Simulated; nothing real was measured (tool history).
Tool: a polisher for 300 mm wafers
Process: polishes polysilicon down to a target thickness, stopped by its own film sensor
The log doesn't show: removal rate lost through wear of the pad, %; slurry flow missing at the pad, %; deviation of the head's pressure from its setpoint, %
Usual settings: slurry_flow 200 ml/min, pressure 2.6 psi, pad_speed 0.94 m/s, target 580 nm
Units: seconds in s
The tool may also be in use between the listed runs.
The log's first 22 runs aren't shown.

run	day	slurry_flow	pressure	pad_speed	target	wafers since the last listed run	wafers polished on this pad	hours since the slurry nozzle was cleaned	hours since the head pressure was calibrated	incoming thickness of the incoming film, nm	seconds
# day 51.617: slurry nozzle cleaned
23	53.817	200	2.6	0.94	580	697	2162	52.8	278.8	1053.6	67.1
24	56.675	220	2.6	0.94	580	673	2836	121.4	347.4	1057.8	69.1
25	59.342	200	2.6	0.94	580	628	3464	185.4	411.4	1054.8	69.1
# day 60.933: worn pad replaced by a new one
26	65.829	200	2.6	0.94	580	1489	1153	341.1	567.1	1052.4	69.6
# day 67.838: slurry nozzle cleaned
27	68.508	220	3.1	0.94	580	621	1775	16.1	631.4	1066.5	57.6
28	71.054	165	2.3	0.94	640	599	2375	77.2	692.5	1050.6	67.7
29	72.371	200	3.3	0.94	441	310	2685	108.8	724.1	1038.8	68.2
30	74.575	260	2.3	1.1	677	519	3205	161.7	777	1053.6	54.7
31	76.812	225	2.9	0.94	580	527	3732	215.4	830.7	1045.2	60.6
# day 77.338: worn pad replaced by a new one
32	79.367	225	2.4	1.26	652	562	477	276.7	892	1059.9	53.5
33	82.483	145	2	0.94	580	734	1212	351.5	966.8	1048.5	94.2

Run 34 comes next. What will it give?
# day 84.15: head pressure recalibrated
34	85.158	200	2.1	1.04	580	610	1822	415.7	24.2	1042.1	?

{"run 34": {"seconds": 79.8}}
Without the tool's hidden state the same run would have given seconds 75.3 s.
